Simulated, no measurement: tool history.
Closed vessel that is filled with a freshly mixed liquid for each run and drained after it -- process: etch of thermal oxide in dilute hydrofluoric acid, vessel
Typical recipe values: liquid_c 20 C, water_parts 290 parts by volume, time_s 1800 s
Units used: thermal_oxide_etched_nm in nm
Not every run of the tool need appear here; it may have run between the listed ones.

run	day	liquid_c	water_parts	time_s	read-back film thickness of the thermal oxide reference wafer, read on the same gauge (nm)	thermal_oxide_etched_nm
1	0	20	375	1800	119.99	14.99
2	2.038	20	375	1800	120	15.1
3	3.404	20	290	1800	120.01	21.09
4	4.05	20	395	2560	119.99	20.08
5	5.021	20	395	2560	120.01	20.17
6	6.162	17.5	290	2595	120	27.71
# day 7.158: hydrofluoric acid flow meter replaced
7	7.179	17.5	290	2595	120	26.69
# day 7.304: gauge calibrated
8	8.1	17.5	290	2595	119.98	26.81
9	8.896	20	290	1800	120.01	20.44
10	10.338	20	290	1800	120	20.53
11	11.383	18.5	210	2560	120.01	41.26
12	12.096	20	375	1800	120.01	14.82
13	12.892	23	175	1200	120	28.48
14	14.329	20	290	1800	120.02	20.68
# day 14.458: thermometer replaced
15	15.079	20	375	1355	120.01	11.11
16	16.508	20	160	1295	119.99	30.66
17	17.208	24	345	2800	120	29.92
18	17.804	17	185	1800	119.99	31.96
19	18.525	23.5	290	1800	120.01	23.61
20	19.1	17.5	170	1205	120.01	24.13

Consider 3 possible next runs. They are alternatives, not a sequence: every one starts from the tool as it was left by run 20. What does each give?
A	19.146	21.5	290	1800	?	?
B	19.146	20	250	1800	?	?
C	19.146	24.5	360	1515	?	?

run	read-back film thickness of the thermal oxide reference wafer, read on the same gauge (nm)	thermal_oxide_etched_nm
A	119.99	22.07
B	119.99	25.13
C	119.99	15.58
What these runs would have given with no unlogged condition in the tool:
run	thermal_oxide_etched_nm
A	21.56
B	24.57
C	15.2
